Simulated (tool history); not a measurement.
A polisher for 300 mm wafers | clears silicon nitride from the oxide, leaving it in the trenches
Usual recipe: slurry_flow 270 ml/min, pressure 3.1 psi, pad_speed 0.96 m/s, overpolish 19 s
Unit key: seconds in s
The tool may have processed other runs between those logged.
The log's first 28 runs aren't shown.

run     day  slurry_flow  pressure  pad_speed  overpolish  wafers since the last listed run  wafers polished on this pad  hours since the slurry nozzle was cleaned  hours since the head pressure was calibrated  incoming thickness of the incoming film, nm  seconds
     26.400  -- worn pad replaced by a new one
 29  26.421          320       3.1       0.84          24                               105                            3                                       99.2                                         389.2                                         90.0     98.7
 30  27.575          300       2.6       0.96          19                               197                          201                                      126.9                                         416.9                                         91.2    108.0
 31  28.929          205       3.4       0.96          19                               232                          433                                      159.4                                         449.4                                         90.6     84.9
 32  32.533          270       3.1       0.96          27                               618                         1052                                      245.9                                         535.9                                         91.4     88.9
     33.433  -- head pressure recalibrated
 33  33.504          270       2.4       0.64          10                               152                         1204                                      269.2                                           1.7                                         91.1    174.8
 34  34.975          270       3.1       0.96          30                               252                         1456                                      304.5                                          37.0                                         90.2     91.9
     35.525  -- worn pad replaced by a new one
 35  35.596          360       3.1       0.96          13                                77                           11                                      319.4                                          51.9                                         90.2     89.4
 36  36.325          270       3.8       0.96          19                               125                          137                                      336.9                                          69.4                                         91.2     75.0
 37  37.754          270       3.1       0.96          19                               245                          382                                      371.2                                         103.7                                         90.9     91.9
 38  38.321          245       3.5       1.16          19                                97                          479                                      384.8                                         117.3                                         89.9     68.6

Consider 3 possible next runs. They are alternatives, not a sequence: every one starts from the tool as it was left by run 38. What does each give?
  A  38.338          270       3.1       0.84          19                                 2                          482                                      385.2                                         117.7                                         89.1        ?
  B  38.338          270       3.1       0.96          13                                 2                          482                                      385.2                                         117.7                                         89.1        ?
  C  38.338          180       3.1       0.96          19                                 2                          482                                      385.2                                         117.7                                         89.1        ?

run  seconds
  A    101.8
  B     90.0
  C     96.6
Without the tool's unlogged condition, the same runs would have read:
run  seconds
  A     99.2
  B     87.7
  C     92.8
